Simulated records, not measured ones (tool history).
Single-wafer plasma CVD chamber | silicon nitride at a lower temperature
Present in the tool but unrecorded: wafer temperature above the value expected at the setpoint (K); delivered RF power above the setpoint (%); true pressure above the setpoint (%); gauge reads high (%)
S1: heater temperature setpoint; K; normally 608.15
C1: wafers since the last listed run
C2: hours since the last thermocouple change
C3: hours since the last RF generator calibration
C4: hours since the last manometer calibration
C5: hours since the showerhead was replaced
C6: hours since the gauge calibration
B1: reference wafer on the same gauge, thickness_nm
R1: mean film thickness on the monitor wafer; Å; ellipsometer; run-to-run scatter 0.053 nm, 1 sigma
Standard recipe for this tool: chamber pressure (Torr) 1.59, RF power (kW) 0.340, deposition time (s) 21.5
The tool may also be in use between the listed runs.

run 1 hour=0.0 | S1=608.15 chamber_pressure_(Torr)=1.59 RF_power_(kW)=0.340 deposition_time_(s)=21.5 | C1=0 C2=1593.7 C3=1803.9 C4=2144.5 C5=6267.7 C6=134.3 | B1=26.394 | R1=280.94
run 2 hour=22.6 | S1=608.15 chamber_pressure_(Torr)=1.59 RF_power_(kW)=0.340 deposition_time_(s)=21.5 | C1=569 C2=1616.3 C3=1826.5 C4=2167.1 C5=6290.3 C6=156.9 | B1=26.389 | R1=281.08
run 3 hour=54.4 | S1=608.15 chamber_pressure_(Torr)=1.59 RF_power_(kW)=0.340 deposition_time_(s)=21.5 | C1=800 C2=1648.1 C3=1858.3 C4=2198.9 C5=6322.1 C6=188.7 | B1=26.398 | R1=280.60
run 4 hour=75.7 | S1=608.15 chamber_pressure_(Torr)=1.59 RF_power_(kW)=0.340 deposition_time_(s)=21.5 | C1=536 C2=1669.4 C3=1879.6 C4=2220.2 C5=6343.4 C6=210.0 | B1=26.387 | R1=281.00
run 5 hour=92.0 | S1=608.15 chamber_pressure_(Torr)=1.59 RF_power_(kW)=0.290 deposition_time_(s)=21.5 | C1=410 C2=1685.7 C3=1895.9 C4=2236.5 C5=6359.7 C6=226.3 | B1=26.401 | R1=264.50
run 6 hour=107.2 | S1=608.15 chamber_pressure_(Torr)=1.59 RF_power_(kW)=0.290 deposition_time_(s)=21.5 | C1=382 C2=1700.9 C3=1911.1 C4=2251.7 C5=6374.9 C6=241.5 | B1=26.407 | R1=265.89
run 7 hour=134.2 | S1=608.15 chamber_pressure_(Torr)=1.59 RF_power_(kW)=0.340 deposition_time_(s)=21.5 | C1=679 C2=1727.9 C3=1938.1 C4=2278.7 C5=6401.9 C6=268.5 | B1=26.383 | R1=279.83
run 8 hour=164.8 | S1=608.15 chamber_pressure_(Torr)=1.59 RF_power_(kW)=0.340 deposition_time_(s)=21.5 | C1=770 C2=1758.5 C3=1968.7 C4=2309.3 C5=6432.5 C6=299.1 | B1=26.397 | R1=282.24
-- hour=193.5 thermocouple changed; heater temperature recalibrated
run 9 hour=194.0 | S1=608.15 chamber_pressure_(Torr)=1.59 RF_power_(kW)=0.340 deposition_time_(s)=21.5 | C1=533 C2=0.5 C3=1997.9 C4=2338.5 C5=6461.7 C6=328.3 | B1=26.397 | R1=280.82
-- hour=206.9 showerhead replaced
run 10 hour=207.4 | S1=608.15 chamber_pressure_(Torr)=1.59 RF_power_(kW)=0.340 deposition_time_(s)=21.5 | C1=135 C2=13.9 C3=2011.3 C4=2351.9 C5=0.5 C6=341.7 | B1=26.387 | R1=281.34
run 11 hour=237.2 | S1=614.15 chamber_pressure_(Torr)=1.59 RF_power_(kW)=0.340 deposition_time_(s)=21.5 | C1=750 C2=43.7 C3=2041.1 C4=2381.7 C5=30.3 C6=371.5 | B1=26.406 | R1=280.53
run 12 hour=264.0 | S1=608.15 chamber_pressure_(Torr)=1.59 RF_power_(kW)=0.340 deposition_time_(s)=21.5 | C1=674 C2=70.5 C3=2067.9 C4=2408.5 C5=57.1 C6=398.3 | B1=26.392 | R1=281.02
run 13 hour=276.1 | S1=608.15 chamber_pressure_(Torr)=1.94 RF_power_(kW)=0.340 deposition_time_(s)=25.0 | C1=304 C2=82.6 C3=2080.0 C4=2420.6 C5=69.2 C6=410.4 | B1=26.401 | R1=353.01
run 14 hour=295.0 | S1=608.15 chamber_pressure_(Torr)=1.71 RF_power_(kW)=0.340 deposition_time_(s)=17.2 | C1=475 C2=101.5 C3=2098.9 C4=2439.5 C5=88.1 C6=429.3 | B1=26.412 | R1=231.60
run 15 hour=315.3 | S1=608.15 chamber_pressure_(Torr)=1.59 RF_power_(kW)=0.340 deposition_time_(s)=21.5 | C1=511 C2=121.8 C3=2119.2 C4=2459.8 C5=108.4 C6=449.6 | B1=26.401 | R1=282.28
run 16 hour=348.0 | S1=608.15 chamber_pressure_(Torr)=1.59 RF_power_(kW)=0.340 deposition_time_(s)=21.5 | C1=823 C2=154.5 C3=2151.9 C4=2492.5 C5=141.1 C6=482.3 | B1=26.384 | R1=282.43
run 17 hour=377.7 | S1=608.15 chamber_pressure_(Torr)=1.46 RF_power_(kW)=0.390 deposition_time_(s)=18.1 | C1=747 C2=184.2 C3=2181.6 C4=2522.2 C5=170.8 C6=512.0 | B1=26.410 | R1=240.08
run 18 hour=390.6 | S1=608.15 chamber_pressure_(Torr)=1.24 RF_power_(kW)=0.340 deposition_time_(s)=21.5 | C1=324 C2=197.1 C3=2194.5 C4=2535.1 C5=183.7 C6=524.9 | B1=26.402 | R1=248.45
run 19 hour=411.3 | S1=608.15 chamber_pressure_(Torr)=1.59 RF_power_(kW)=0.340 deposition_time_(s)=21.5 | C1=521 C2=217.8 C3=2215.2 C4=2555.8 C5=204.4 C6=545.6 | B1=26.414 | R1=281.93
-- hour=430.3 gauge calibrated
run 20 hour=447.2 | S1=608.15 chamber_pressure_(Torr)=1.59 RF_power_(kW)=0.340 deposition_time_(s)=21.5 | C1=903 C2=253.7 C3=2251.1 C4=2591.7 C5=240.3 C6=16.9 | B1=26.404 | R1=280.77
-- hour=472.2 capacitance manometer re-zeroed and calibrated
run 21 hour=481.0 | S1=599.15 chamber_pressure_(Torr)=1.59 RF_power_(kW)=0.340 deposition_time_(s)=21.5 | C1=649 C2=287.5 C3=2284.9 C4=8.8 C5=274.1 C6=50.7 | B1=26.398 | R1=272.94
-- hour=494.4 RF generator calibrated
run 22 hour=499.3 | S1=608.15 chamber_pressure_(Torr)=1.59 RF_power_(kW)=0.340 deposition_time_(s)=18.6 | C1=259 C2=305.8 C3=4.9 C4=27.1 C5=292.4 C6=69.0 | B1=26.412 | R1=235.18
run 23 hour=533.8 | S1=602.15 chamber_pressure_(Torr)=1.59 RF_power_(kW)=0.285 deposition_time_(s)=17.2 | C1=868 C2=340.3 C3=39.4 C4=61.6 C5=326.9 C6=103.5 | B1=26.401 | R1=204.66
run 24 hour=550.4 | S1=602.15 chamber_pressure_(Torr)=1.59 RF_power_(kW)=0.340 deposition_time_(s)=21.5 | C1=417 C2=356.9 C3=56.0 C4=78.2 C5=343.5 C6=120.1 | B1=26.405 | R1=273.83
run 25 hour=574.0 | S1=619.15 chamber_pressure_(Torr)=1.42 RF_power_(kW)=0.315 deposition_time_(s)=21.5 | C1=594 C2=380.5 C3=79.6 C4=101.8 C5=367.1 C6=143.7 | B1=26.385 | R1=250.81
run 26 hour=601.9 | S1=608.15 chamber_pressure_(Torr)=1.59 RF_power_(kW)=0.340 deposition_time_(s)=21.5 | C1=702 C2=408.4 C3=107.5 C4=129.7 C5=395.0 C6=171.6 | B1=26.403 | R1=274.01
run 27 hour=616.7 | S1=608.15 chamber_pressure_(Torr)=1.59 RF_power_(kW)=0.340 deposition_time_(s)=21.5 | C1=372 C2=423.2 C3=122.3 C4=144.5 C5=409.8 C6=186.4 | B1=26.398 | R1=274.43
run 28 hour=632.2 | S1=608.15 chamber_pressure_(Torr)=1.59 RF_power_(kW)=0.340 deposition_time_(s)=21.5 | C1=390 C2=438.7 C3=137.8 C4=160.0 C5=425.3 C6=201.9 | B1=26.396 | R1=274.85
run 29 hour=652.2 | S1=620.15 chamber_pressure_(Torr)=1.59 RF_power_(kW)=0.340 deposition_time_(s)=21.5 | C1=503 C2=458.7 C3=157.8 C4=180.0 C5=445.3 C6=221.9 | B1=26.399 | R1=273.49
run 30 hour=668.4 | S1=608.15 chamber_pressure_(Torr)=1.59 RF_power_(kW)=0.300 deposition_time_(s)=21.5 | C1=407 C2=474.9 C3=174.0 C4=196.2 C5=461.5 C6=238.1 | B1=26.396 | R1=261.33

3 options for the next run, each taken on its own from the tool as it stands now. Forecast them:
run A hour=668.8 | S1=608.15 chamber_pressure_(Torr)=1.59 RF_power_(kW)=0.340 deposition_time_(s)=21.5 | C1=10 C2=475.3 C3=174.4 C4=196.6 C5=461.9 C6=238.5 | B1=? | R1=?
run B hour=668.8 | S1=608.15 chamber_pressure_(Torr)=1.28 RF_power_(kW)=0.340 deposition_time_(s)=24.4 | C1=10 C2=475.3 C3=174.4 C4=196.6 C5=461.9 C6=238.5 | B1=? | R1=?
run C hour=668.8 | S1=608.15 chamber_pressure_(Torr)=1.59 RF_power_(kW)=0.340 deposition_time_(s)=24.8 | C1=10 C2=475.3 C3=174.4 C4=196.6 C5=461.9 C6=238.5 | B1=? | R1=?

run=A B1=26.391 R1=273.58
run=B B1=26.391 R1=279.12
run=C B1=26.391 R1=315.47
Had the tool no hidden state, the same runs would have come out as:
run=A R1=272.71
run=B R1=278.13
run=C R1=314.46
